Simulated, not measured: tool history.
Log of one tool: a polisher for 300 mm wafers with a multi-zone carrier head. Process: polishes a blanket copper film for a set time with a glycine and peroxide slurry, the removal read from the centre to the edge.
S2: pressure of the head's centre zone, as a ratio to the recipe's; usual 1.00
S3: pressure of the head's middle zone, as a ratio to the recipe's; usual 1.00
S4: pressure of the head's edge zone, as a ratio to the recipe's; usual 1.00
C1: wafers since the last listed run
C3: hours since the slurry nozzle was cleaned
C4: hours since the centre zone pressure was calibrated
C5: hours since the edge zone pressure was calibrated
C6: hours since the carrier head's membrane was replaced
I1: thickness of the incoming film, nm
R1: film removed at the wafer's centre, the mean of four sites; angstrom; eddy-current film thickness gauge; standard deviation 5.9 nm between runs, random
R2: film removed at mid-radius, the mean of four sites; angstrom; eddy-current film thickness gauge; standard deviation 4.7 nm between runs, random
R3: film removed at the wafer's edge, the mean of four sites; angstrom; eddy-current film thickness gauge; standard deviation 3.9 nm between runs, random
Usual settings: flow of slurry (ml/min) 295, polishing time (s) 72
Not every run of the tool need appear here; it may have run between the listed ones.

run 1 hour=0.0 | flow_of_slurry_(ml/min)=295 S2=1.00 S3=1.00 S4=1.00 polishing_time_(s)=72 | C1=0 wafers_polished_on_this_pad=3789 C3=473.8 C4=216.4 C5=367.8 C6=969.9 | I1=1862.1 | R1=3944 R2=4158 R3=4218
-- hour=56.1 worn pad replaced by a new one
run 2 hour=61.1 | flow_of_slurry_(ml/min)=295 S2=1.00 S3=1.00 S4=1.00 polishing_time_(s)=72 | C1=435 wafers_polished_on_this_pad=38 C3=534.9 C4=277.5 C5=428.9 C6=1031.0 | I1=1892.5 | R1=3750 R2=4180 R3=4174
-- hour=139.0 centre zone pressure recalibrated, repeated, since the last time left the tool worse
run 3 hour=157.3 | flow_of_slurry_(ml/min)=295 S2=1.00 S3=0.96 S4=1.00 polishing_time_(s)=53 | C1=717 wafers_polished_on_this_pad=756 C3=631.1 C4=18.3 C5=525.1 C6=1127.2 | I1=1903.3 | R1=3257 R2=2990 R3=3105
-- hour=195.5 carrier head's membrane replaced by a new one
run 4 hour=209.0 | flow_of_slurry_(ml/min)=295 S2=1.00 S3=1.00 S4=0.93 polishing_time_(s)=72 | C1=355 wafers_polished_on_this_pad=1112 C3=682.8 C4=70.0 C5=576.8 C6=13.5 | I1=1893.0 | R1=4367 R2=4071 R3=4052
-- hour=233.9 edge zone pressure recalibrated
run 5 hour=246.7 | flow_of_slurry_(ml/min)=295 S2=1.00 S3=1.00 S4=1.00 polishing_time_(s)=72 | C1=272 wafers_polished_on_this_pad=1384 C3=720.5 C4=107.7 C5=12.8 C6=51.2 | I1=1909.2 | R1=4321 R2=4145 R3=4266
run 6 hour=296.7 | flow_of_slurry_(ml/min)=295 S2=1.10 S3=0.96 S4=1.00 polishing_time_(s)=72 | C1=381 wafers_polished_on_this_pad=1765 C3=770.5 C4=157.7 C5=62.8 C6=101.2 | I1=1849.2 | R1=4710 R2=4054 R3=4211
-- hour=387.2 slurry nozzle cleaned
run 7 hour=471.4 | flow_of_slurry_(ml/min)=295 S2=1.00 S3=1.00 S4=1.00 polishing_time_(s)=72 | C1=1323 wafers_polished_on_this_pad=3088 C3=84.2 C4=332.4 C5=237.5 C6=275.9 | I1=1881.1 | R1=4277 R2=4194 R3=4181
run 8 hour=570.3 | flow_of_slurry_(ml/min)=295 S2=1.00 S3=0.89 S4=1.11 polishing_time_(s)=58 | C1=753 wafers_polished_on_this_pad=3842 C3=183.1 C4=431.3 C5=336.4 C6=374.8 | I1=1893.5 | R1=3505 R2=3051 R3=3590
-- hour=663.2 worn pad replaced by a new one
run 9 hour=663.7 | flow_of_slurry_(ml/min)=295 S2=1.00 S3=1.00 S4=1.00 polishing_time_(s)=72 | C1=681 wafers_polished_on_this_pad=4 C3=276.5 C4=524.7 C5=429.8 C6=468.2 | I1=1900.5 | R1=4410 R2=4180 R3=4313
run 10 hour=711.4 | flow_of_slurry_(ml/min)=295 S2=1.00 S3=1.00 S4=1.00 polishing_time_(s)=72 | C1=363 wafers_polished_on_this_pad=367 C3=324.2 C4=572.4 C5=477.5 C6=515.9 | I1=1889.9 | R1=4379 R2=4066 R3=4181
run 11 hour=774.2 | flow_of_slurry_(ml/min)=295 S2=0.89 S3=0.89 S4=1.00 polishing_time_(s)=72 | C1=478 wafers_polished_on_this_pad=846 C3=387.0 C4=635.2 C5=540.3 C6=578.7 | I1=1881.2 | R1=3746 R2=3793 R3=4221
-- hour=871.4 edge zone pressure recalibrated
run 12 hour=938.5 | flow_of_slurry_(ml/min)=295 S2=1.00 S3=1.00 S4=1.00 polishing_time_(s)=72 | C1=1236 wafers_polished_on_this_pad=2082 C3=551.3 C4=799.5 C5=67.1 C6=743.0 | I1=1859.2 | R1=4218 R2=4089 R3=4248
run 13 hour=976.0 | flow_of_slurry_(ml/min)=240 S2=1.00 S3=1.00 S4=1.00 polishing_time_(s)=63 | C1=285 wafers_polished_on_this_pad=2368 C3=588.8 C4=837.0 C5=104.6 C6=780.5 | I1=1917.2 | R1=3593 R2=3511 R3=3571
run 14 hour=1076.5 | flow_of_slurry_(ml/min)=295 S2=1.00 S3=1.00 S4=0.93 polishing_time_(s)=87 | C1=765 wafers_polished_on_this_pad=3134 C3=689.3 C4=937.5 C5=205.1 C6=881.0 | I1=1919.3 | R1=5011 R2=4977 R3=4908
run 15 hour=1112.8 | flow_of_slurry_(ml/min)=295 S2=1.00 S3=1.00 S4=1.00 polishing_time_(s)=72 | C1=276 wafers_polished_on_this_pad=3411 C3=725.6 C4=973.8 C5=241.4 C6=917.3 | I1=1900.8 | R1=4244 R2=4142 R3=4175
run 16 hour=1190.0 | flow_of_slurry_(ml/min)=295 S2=1.00 S3=1.11 S4=1.00 polishing_time_(s)=72 | C1=588 wafers_polished_on_this_pad=3999 C3=802.8 C4=1051.0 C5=318.6 C6=994.5 | I1=1885.1 | R1=4227 R2=4461 R3=4291
run 17 hour=1248.0 | flow_of_slurry_(ml/min)=385 S2=0.94 S3=0.94 S4=1.00 polishing_time_(s)=80 | C1=441 wafers_polished_on_this_pad=4441 C3=860.8 C4=1109.0 C5=376.6 C6=1052.5 | I1=1892.3 | R1=4580 R2=4514 R3=4776
-- hour=1266.7 carrier head's membrane replaced by a new one
-- hour=1282.4 worn pad replaced by a new one
run 18 hour=1307.9 | flow_of_slurry_(ml/min)=295 S2=1.00 S3=1.00 S4=1.00 polishing_time_(s)=72 | C1=387 wafers_polished_on_this_pad=194 C3=920.7 C4=1168.9 C5=436.5 C6=41.2 | I1=1860.4 | R1=4125 R2=4163 R3=4132
-- hour=1347.2 slurry nozzle cleaned
run 19 hour=1361.8 | flow_of_slurry_(ml/min)=195 S2=1.00 S3=1.00 S4=1.00 polishing_time_(s)=54 | C1=403 wafers_polished_on_this_pad=597 C3=14.6 C4=1222.8 C5=490.4 C6=95.1 | I1=1881.8 | R1=2884 R2=2946 R3=3040
-- hour=1378.7 edge zone pressure recalibrated
run 20 hour=1406.3 | flow_of_slurry_(ml/min)=390 S2=1.00 S3=0.92 S4=1.00 polishing_time_(s)=72 | C1=323 wafers_polished_on_this_pad=921 C3=59.1 C4=1267.3 C5=27.6 C6=139.6 | I1=1908.8 | R1=4235 R2=4004 R3=4290
run 21 hour=1451.5 | flow_of_slurry_(ml/min)=295 S2=0.91 S3=1.00 S4=1.00 polishing_time_(s)=72 | C1=344 wafers_polished_on_this_pad=1265 C3=104.3 C4=1312.5 C5=72.8 C6=184.8 | I1=1888.1 | R1=3733 R2=4141 R3=4176

Hidden condition of the tool, last listed run before each entry between runs versus first listed run after:
Run 1 -> run 2: worn pad replaced by a new one (hour 56.1)
  deviation of the centre zone's pressure from its setpoint, %: -11.2 -> -11.3
  measured minus no-state result, R1: -501 -> -482 angstrom
Run 2 -> run 3: centre zone pressure recalibrated, repeated, since the last time left the tool worse (hour 139.0)
  deviation of the centre zone's pressure from its setpoint, %: -11.3 -> 1
  measured minus no-state result, R1: -482 -> +32 angstrom
Run 3 -> run 4: carrier head's membrane replaced by a new one (hour 195.5)
  deviation of the centre zone's pressure from its setpoint, %: 1 -> 0.985
  measured minus no-state result, R1: +32 -> +43 angstrom
Run 4 -> run 5: edge zone pressure recalibrated (hour 233.9)
  deviation of the centre zone's pressure from its setpoint, %: 0.985 -> 0.961
  measured minus no-state result, R1: +43 -> +41 angstrom
Run 6 -> run 7: slurry nozzle cleaned (hour 387.2)
  deviation of the centre zone's pressure from its setpoint, %: 0.915 -> 0.616
  measured minus no-state result, R1: +43 -> +27 angstrom
Run 8 -> run 9: worn pad replaced by a new one (hour 663.2)
  deviation of the centre zone's pressure from its setpoint, %: 0.351 -> 0.0392
  measured minus no-state result, R1: +12 -> +2 angstrom
Run 11 -> run 12: edge zone pressure recalibrated (hour 871.4)
  deviation of the centre zone's pressure from its setpoint, %: -0.409 -> -1.23
  measured minus no-state result, R1: -16 -> -53 angstrom
Run 17 -> run 18: carrier head's membrane replaced by a new one (hour 1266.7); worn pad replaced by a new one (hour 1282.4)
  deviation of the centre zone's pressure from its setpoint, %: -3.3 -> -3.78
  measured minus no-state result, R1: -159 -> -164 angstrom
Run 18 -> run 19: slurry nozzle cleaned (hour 1347.2)
  deviation of the centre zone's pressure from its setpoint, %: -3.78 -> -4.23
  measured minus no-state result, R1: -164 -> -128 angstrom
Run 19 -> run 20: edge zone pressure recalibrated (hour 1378.7)
  deviation of the centre zone's pressure from its setpoint, %: -4.23 -> -4.61
  measured minus no-state result, R1: -128 -> -206 angstrom

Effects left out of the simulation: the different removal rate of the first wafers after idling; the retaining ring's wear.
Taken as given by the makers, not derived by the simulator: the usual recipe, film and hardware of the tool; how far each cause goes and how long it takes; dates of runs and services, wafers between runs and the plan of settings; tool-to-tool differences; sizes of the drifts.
